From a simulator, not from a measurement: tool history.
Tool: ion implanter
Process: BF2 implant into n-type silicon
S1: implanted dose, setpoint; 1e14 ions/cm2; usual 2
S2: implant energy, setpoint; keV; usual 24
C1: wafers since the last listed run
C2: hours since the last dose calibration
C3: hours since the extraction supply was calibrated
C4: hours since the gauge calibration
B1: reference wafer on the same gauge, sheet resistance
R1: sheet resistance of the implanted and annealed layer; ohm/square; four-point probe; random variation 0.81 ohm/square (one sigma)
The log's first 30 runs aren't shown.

-- hour=393.2 extraction supply calibrated
run 31 hour=396.3 | S1=2 S2=24 | C1=81 C2=172.4 C3=3.1 C4=204.9 | B1=508.12 | R1=540.14
run 32 hour=412.2 | S1=2.4 S2=17 | C1=341 C2=188.3 C3=19 C4=220.8 | B1=507.97 | R1=478.41
run 33 hour=428.1 | S1=2 S2=24 | C1=341 C2=204.2 C3=34.9 C4=236.7 | B1=508.28 | R1=541.11
run 34 hour=440.2 | S1=2.21 S2=32 | C1=259 C2=216.3 C3=47 C4=248.8 | B1=507.9 | R1=483.59
run 35 hour=449.4 | S1=1.59 S2=31 | C1=197 C2=225.5 C3=56.2 C4=258 | B1=507.83 | R1=636.8
run 36 hour=496.8 | S1=2.2 S2=21 | C1=1018 C2=272.9 C3=103.6 C4=305.4 | B1=507.99 | R1=507.13
run 37 hour=507.4 | S1=1.84 S2=24 | C1=227 C2=283.5 C3=114.2 C4=316 | B1=507.83 | R1=581.42
run 38 hour=524.8 | S1=2 S2=24 | C1=373 C2=300.9 C3=131.6 C4=333.4 | B1=508.23 | R1=541.4

3 ways to go on from here, each from the tool as it stands after run 38. What would each give?
run A hour=525.2 | S1=2 S2=24 | C1=8 C2=301.3 C3=132 C4=333.8 | B1=? | R1=?
run B hour=525.2 | S1=1.48 S2=30.5 | C1=8 C2=301.3 C3=132 C4=333.8 | B1=? | R1=?
run C hour=525.2 | S1=2.54 S2=28 | C1=8 C2=301.3 C3=132 C4=333.8 | B1=? | R1=?

run=A B1=507.52 R1=541.41
run=B B1=507.52 R1=678.2
run=C B1=507.52 R1=435.51
Without the tool's hidden state the same runs would have given:
run=A R1=537.53
run=B R1=673.44
run=C R1=432.39
